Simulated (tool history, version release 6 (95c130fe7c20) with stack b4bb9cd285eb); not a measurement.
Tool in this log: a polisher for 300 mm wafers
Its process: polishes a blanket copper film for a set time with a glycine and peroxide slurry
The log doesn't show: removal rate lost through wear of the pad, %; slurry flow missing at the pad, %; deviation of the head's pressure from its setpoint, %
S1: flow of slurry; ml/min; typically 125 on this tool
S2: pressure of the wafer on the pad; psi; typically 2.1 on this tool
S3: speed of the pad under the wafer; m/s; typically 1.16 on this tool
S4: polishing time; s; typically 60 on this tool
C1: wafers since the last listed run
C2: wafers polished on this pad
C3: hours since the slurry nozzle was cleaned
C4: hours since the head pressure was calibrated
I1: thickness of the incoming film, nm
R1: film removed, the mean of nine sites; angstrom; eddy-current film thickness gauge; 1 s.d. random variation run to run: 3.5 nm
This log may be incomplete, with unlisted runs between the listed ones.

run	hour	S1	S2	S3	S4	C1	C2	C3	C4	I1	R1
1	0.0	125	2.1	1.16	60	0	503	188.6	589.4	1572.2	2499
2	10.7	125	2.1	0.86	60	143	646	199.3	600.1	1567.2	1937
3	25.2	125	2.1	1.16	60	194	841	213.8	614.6	1571.6	2483
4	40.1	125	2.1	1.16	60	199	1041	228.7	629.5	1584.9	2414
# hour 54.6: worn pad replaced by a new one
5	55.1	125	2.1	1.16	60	147	7	243.7	644.5	1582.8	2399
6	70.0	125	2.1	1.16	60	199	207	258.6	659.4	1586.9	2461
7	87.3	125	2.1	1.16	60	232	439	275.9	676.7	1555.5	2390
8	101.3	90	2.1	1.16	60	187	627	289.9	690.7	1547.3	2253
9	116.3	90	2.1	1.16	60	201	828	304.9	705.7	1554.5	2183
# hour 135.7: worn pad replaced by a new one
10	136.2	90	2.1	1.16	60	213	7	324.8	725.6	1581.2	2239
11	141.0	125	2.1	1.16	60	64	71	329.6	730.4	1594.2	2419
12	166.7	125	2.1	1.16	60	344	416	355.3	756.1	1587.6	2387
13	175.9	125	2.1	1.16	60	123	539	364.5	765.3	1553.3	2405
14	189.3	125	2.1	1.16	60	179	719	377.9	778.7	1587.4	2377
15	205.4	115	2.1	1.16	60	215	935	394.0	794.8	1547.0	2302
16	222.8	115	2.1	1.16	60	233	1168	411.4	812.2	1593.4	2429
# hour 234.6: slurry nozzle cleaned
# hour 234.8: worn pad replaced by a new one
17	235.3	125	2.1	1.28	76	151	6	0.7	824.7	1602.8	3647
18	244.9	125	2.1	1.16	60	128	135	10.3	834.3	1607.7	2654
19	255.3	140	2.7	0.78	79	139	274	20.7	844.7	1548.5	2933
20	266.4	125	2.1	1.16	75	148	423	31.8	855.8	1564.1	3168
21	274.7	125	2.1	1.50	53	111	535	40.1	864.1	1564.1	2826
22	292.0	125	2.1	1.16	60	232	767	57.4	881.4	1597.7	2645
23	299.0	110	2.1	1.32	77	93	861	64.4	888.4	1561.5	3585
24	313.1	160	1.6	1.00	60	189	1050	78.5	902.5	1603.3	2119
# hour 320.8: worn pad replaced by a new one
# hour 333.6: head pressure recalibrated
25	339.7	165	2.3	1.16	60	276	226	105.1	6.1	1565.5	2815
26	352.3	100	2.1	1.36	60	169	395	117.7	18.7	1567.3	2750
27	360.5	125	2.1	1.16	41	110	505	125.9	26.9	1573.6	1703
28	369.6	125	2.1	1.48	60	122	627	135.0	36.0	1572.8	2990
29	384.4	125	2.1	1.16	77	198	826	149.8	50.8	1586.7	3249
30	399.7	125	2.1	1.16	60	205	1031	165.1	66.1	1547.9	2527
# hour 407.8: worn pad replaced by a new one
31	408.9	125	2.1	1.28	76	69	14	174.3	75.3	1586.4	3423
32	416.8	125	2.1	0.94	60	105	120	182.2	83.2	1593.5	2096
33	423.8	125	2.5	1.16	60	93	214	189.2	90.2	1550.1	2732
34	441.3	105	2.5	1.16	60	234	448	206.7	107.7	1576.1	2610

For each entry between runs, how does the tool's hidden state at the last listed run before it compare with that at the first listed run after it?
Run 4 -> run 5: worn pad replaced by a new one (hour 54.6)
  slurry flow missing at the pad, %: 40.1 -> 40.8
  measured value less the no-hidden-state value, R1: -223 -> -228 angstrom
Run 9 -> run 10: worn pad replaced by a new one (hour 135.7)
  slurry flow missing at the pad, %: 43.2 -> 43.8
  measured value less the no-hidden-state value, R1: -283 -> -296 angstrom
Run 16 -> run 17: slurry nozzle cleaned (hour 234.6); worn pad replaced by a new one (hour 234.8)
  slurry flow missing at the pad, %: 45.5 -> 5.02
  measured value less the no-hidden-state value, R1: -289 -> -30 angstrom
Run 24 -> run 25: worn pad replaced by a new one (hour 320.8); head pressure recalibrated (hour 333.6)
  slurry flow missing at the pad, %: 24 -> 28.3
  measured value less the no-hidden-state value, R1: -83 -> -132 angstrom
Run 30 -> run 31: worn pad replaced by a new one (hour 407.8)
  slurry flow missing at the pad, %: 35.2 -> 36
  measured value less the no-hidden-state value, R1: -195 -> -273 angstrom
